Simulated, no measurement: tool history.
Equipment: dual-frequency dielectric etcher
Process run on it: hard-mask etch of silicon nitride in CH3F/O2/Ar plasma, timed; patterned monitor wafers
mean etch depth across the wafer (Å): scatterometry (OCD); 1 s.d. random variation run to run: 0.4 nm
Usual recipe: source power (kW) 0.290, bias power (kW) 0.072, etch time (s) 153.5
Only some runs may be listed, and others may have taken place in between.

| run | hour | source power (kW) | bias power (kW) | etch time (s) | wafers since the last listed run | hours since the last wet clean | hours since the last source power generator calibration | hours since the last bias power generator calibration | hours since the last upper electrode change | hours since the gauge calibration | read-back reference wafer on the same gauge, depth_nm | mean etch depth across the wafer (Å) |
|---|---|---|---|---|---|---|---|---|---|---|---|---|
| 1 | 0.0 | 0.290 | 0.072 | 153.5 | 0 | 450.5 | 2681.6 | 1412.0 | 2984.5 | 292.6 | 82.3 | 989 |
| 2 | 29.2 | 0.290 | 0.072 | 134.0 | 220 | 479.7 | 2710.8 | 1441.2 | 3013.7 | 321.8 | 82.3 | 865 |
|  | 85.8 | wet clean of the chamber |
| 3 | 90.4 | 0.290 | 0.076 | 153.5 | 280 | 4.6 | 2772.0 | 1502.4 | 3074.9 | 383.0 | 82.3 | 964 |
| 4 | 145.8 | 0.290 | 0.076 | 153.5 | 417 | 60.0 | 2827.4 | 1557.8 | 3130.3 | 438.4 | 82.3 | 970 |
| 5 | 197.2 | 0.290 | 0.072 | 153.5 | 387 | 111.4 | 2878.8 | 1609.2 | 3181.7 | 489.8 | 82.3 | 962 |
| 6 | 226.8 | 0.290 | 0.072 | 153.5 | 223 | 141.0 | 2908.4 | 1638.8 | 3211.3 | 519.4 | 82.3 | 961 |
| 7 | 287.7 | 0.290 | 0.080 | 153.5 | 459 | 201.9 | 2969.3 | 1699.7 | 3272.2 | 580.3 | 82.5 | 996 |
|  | 324.2 | upper electrode replaced |
| 8 | 324.7 | 0.290 | 0.072 | 124.0 | 97 | 238.9 | 3006.3 | 1736.7 | 0.5 | 617.3 | 82.3 | 789 |
| 9 | 363.3 | 0.290 | 0.072 | 124.0 | 290 | 277.5 | 3044.9 | 1775.3 | 39.1 | 655.9 | 82.5 | 782 |
| 10 | 394.5 | 0.290 | 0.072 | 124.0 | 235 | 308.7 | 3076.1 | 1806.5 | 70.3 | 687.1 | 82.2 | 783 |
| 11 | 464.5 | 0.240 | 0.072 | 153.5 | 527 | 378.7 | 3146.1 | 1876.5 | 140.3 | 757.1 | 82.4 | 916 |
|  | 514.2 | source power generator calibrated |
| 12 | 521.6 | 0.330 | 0.061 | 165.0 | 400 | 435.8 | 7.4 | 1933.6 | 197.4 | 814.2 | 82.4 | 1065 |
| 13 | 547.9 | 0.290 | 0.072 | 153.5 | 198 | 462.1 | 33.7 | 1959.9 | 223.7 | 840.5 | 82.2 | 991 |
|  | 584.3 | wet clean of the chamber |
| 14 | 584.8 | 0.290 | 0.072 | 153.5 | 97 | 0.5 | 70.6 | 1996.8 | 260.6 | 877.4 | 82.3 | 957 |
| 15 | 611.5 | 0.320 | 0.085 | 190.0 | 201 | 27.2 | 97.3 | 2023.5 | 287.3 | 904.1 | 82.3 | 1291 |
|  | 621.0 | bias power generator calibrated |
| 16 | 730.9 | 0.260 | 0.072 | 136.5 | 869 | 146.6 | 216.7 | 109.9 | 406.7 | 1023.5 | 82.4 | 823 |
|  | 795.7 | gauge calibrated |
| 17 | 802.5 | 0.290 | 0.072 | 119.0 | 539 | 218.2 | 288.3 | 181.5 | 478.3 | 6.8 | 82.3 | 758 |
| 18 | 950.8 | 0.290 | 0.066 | 122.0 | 1117 | 366.5 | 436.6 | 329.8 | 626.6 | 155.1 | 82.2 | 758 |
| 19 | 997.4 | 0.320 | 0.082 | 184.5 | 351 | 413.1 | 483.2 | 376.4 | 673.2 | 201.7 | 82.1 | 1283 |
|  | 1053.2 | wet clean of the chamber |
| 20 | 1053.7 | 0.290 | 0.072 | 153.5 | 243 | 0.5 | 539.5 | 432.7 | 729.5 | 258.0 | 82.3 | 954 |

Had the tool no unlogged condition, and each run kept its random variation, what would the results have been?
The tool's hidden condition here consists of: etch rate over this chamber's usual, %; source power that arrives over what is set, %; bias power that arrives over what is set, %; gauge reads high (%).
| run | mean etch depth across the wafer (Å) |
|---|---|
| 1 | 949 |
| 2 | 828 |
| 3 | 966 |
| 4 | 967 |
| 5 | 954 |
| 6 | 950 |
| 7 | 978 |
| 8 | 772 |
| 9 | 762 |
| 10 | 761 |
| 11 | 884 |
| 12 | 1022 |
| 13 | 949 |
| 14 | 955 |
| 15 | 1285 |
| 16 | 810 |
| 17 | 740 |
| 18 | 729 |
| 19 | 1230 |
| 20 | 953 |
